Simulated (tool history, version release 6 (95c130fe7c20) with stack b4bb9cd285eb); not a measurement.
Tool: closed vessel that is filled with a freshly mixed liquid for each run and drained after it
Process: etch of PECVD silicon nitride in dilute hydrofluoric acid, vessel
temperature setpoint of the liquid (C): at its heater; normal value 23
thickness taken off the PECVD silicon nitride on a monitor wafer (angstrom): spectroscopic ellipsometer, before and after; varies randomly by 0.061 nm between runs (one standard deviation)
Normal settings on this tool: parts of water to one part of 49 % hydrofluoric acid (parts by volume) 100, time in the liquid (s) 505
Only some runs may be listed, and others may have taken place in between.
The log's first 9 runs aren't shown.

| run | hour | temperature setpoint of the liquid (C) | parts of water to one part of 49 % hydrofluoric acid (parts by volume) | time in the liquid (s) | read-back film thickness of the PECVD silicon nitride reference wafer, read on the same gauge (nm) | thickness taken off the PECVD silicon nitride on a monitor wafer (angstrom) |
|---|---|---|---|---|---|---|
| 10 | 369.9 | 18 | 80 | 400 | 80.01 | 83.3 |
| 11 | 572.7 | 18.5 | 75 | 260 | 80 | 59.5 |
| 12 | 623.7 | 19 | 100 | 505 | 80 | 92.1 |
| 13 | 662.7 | 23 | 100 | 505 | 80.02 | 119.8 |
| 14 | 696.3 | 23 | 100 | 505 | 80.02 | 119.5 |
| 15 | 720.4 | 21.5 | 120 | 215 | 79.99 | 38.6 |
|  | 762 | hydrofluoric acid flow meter replaced |
|  | 813 | gauge calibrated |
| 16 | 889.6 | 23 | 50 | 635 | 79.99 | 275.3 |
| 17 | 950.2 | 23 | 100 | 505 | 80.01 | 112.4 |

For run 18, what comes out?
| 18 | 1015.1 | 27.5 | 60 | 740 | ? | ? |

{"run 18": {"read-back film thickness of the PECVD silicon nitride reference wafer, read on the same gauge (nm)": 80.01, "thickness taken off the PECVD silicon nitride on a monitor wafer (angstrom)": 364.5}}
If the tool had no hidden condition, the same run with the same run-to-run variation would have returned thickness taken off the PECVD silicon nitride on a monitor wafer (angstrom) 358.2.
